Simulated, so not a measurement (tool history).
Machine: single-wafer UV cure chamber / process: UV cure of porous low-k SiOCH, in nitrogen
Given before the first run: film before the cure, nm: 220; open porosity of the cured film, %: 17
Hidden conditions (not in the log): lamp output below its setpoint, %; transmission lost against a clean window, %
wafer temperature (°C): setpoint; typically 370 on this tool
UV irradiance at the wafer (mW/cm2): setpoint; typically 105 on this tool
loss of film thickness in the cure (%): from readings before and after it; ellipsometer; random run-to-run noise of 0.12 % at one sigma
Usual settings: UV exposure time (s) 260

| run | hour | wafer temperature (°C) | UV exposure time (s) | UV irradiance at the wafer (mW/cm2) | wafers since the last listed run | hours since the UV bulbs were replaced | wafers since the quartz window was cleaned | loss of film thickness in the cure (%) |
|---|---|---|---|---|---|---|---|---|
| 1 | 0 | 370 | 260 | 105 | 0 | 2117.9 | 742 | 10.763 |
| 2 | 28.5 | 370 | 260 | 105 | 207 | 2146.4 | 950 | 10.379 |
| 3 | 46.9 | 370 | 260 | 105 | 134 | 2164.8 | 1084 | 10.31 |
|  | 62 | quartz window cleaned |
| 4 | 63.7 | 370 | 205 | 105 | 64 | 2181.6 | 12 | 9.937 |
| 5 | 156.4 | 370 | 205 | 105 | 676 | 2274.3 | 688 | 9.548 |
| 6 | 177.8 | 370 | 160 | 105 | 156 | 2295.7 | 845 | 8.666 |
| 7 | 209.3 | 370 | 260 | 105 | 229 | 2327.2 | 1074 | 10.382 |
|  | 233 | quartz window cleaned |
| 8 | 233.5 | 370 | 260 | 105 | 118 | 2351.4 | 3 | 11.285 |
| 9 | 246.1 | 370 | 260 | 105 | 91 | 2364 | 95 | 11.163 |
| 10 | 262.4 | 370 | 260 | 105 | 118 | 2380.3 | 214 | 11.07 |
| 11 | 282.1 | 370 | 260 | 105 | 143 | 2400 | 358 | 11.108 |
| 12 | 301 | 370 | 260 | 105 | 137 | 2418.9 | 496 | 10.928 |
|  | 313.1 | UV bulbs replaced |
| 13 | 327.4 | 370 | 260 | 105 | 134 | 14.3 | 630 | 10.825 |
| 14 | 354.5 | 370 | 260 | 105 | 197 | 41.4 | 828 | 10.552 |
| 15 | 376.3 | 370 | 260 | 119 | 159 | 63.2 | 987 | 10.863 |
| 16 | 396.8 | 385 | 260 | 121 | 149 | 83.7 | 1136 | 10.966 |
|  | 414.1 | quartz window cleaned |
| 17 | 416.1 | 359 | 260 | 69 | 82 | 103 | 14 | 8.89 |
| 18 | 432.9 | 370 | 260 | 105 | 122 | 119.8 | 137 | 10.93 |
| 19 | 458.5 | 370 | 260 | 76 | 186 | 145.4 | 323 | 9.637 |
| 20 | 487.5 | 354 | 105 | 141 | 211 | 174.4 | 535 | 8.073 |
| 21 | 500.9 | 359 | 155 | 105 | 97 | 187.8 | 633 | 8.389 |
| 22 | 518.9 | 370 | 260 | 105 | 131 | 205.8 | 764 | 10.772 |
| 23 | 537.7 | 370 | 260 | 129 | 137 | 224.6 | 901 | 11.109 |

Run 24 has not been measured yet. What should we expect?
| 24 | 556.2 | 363 | 260 | 92 | 134 | 243.1 | 1036 | ? |

loss of film thickness in the cure (%): 9.62
The same run, on a tool lacking any hidden state, would have yielded loss of film thickness in the cure (%) 10.354.
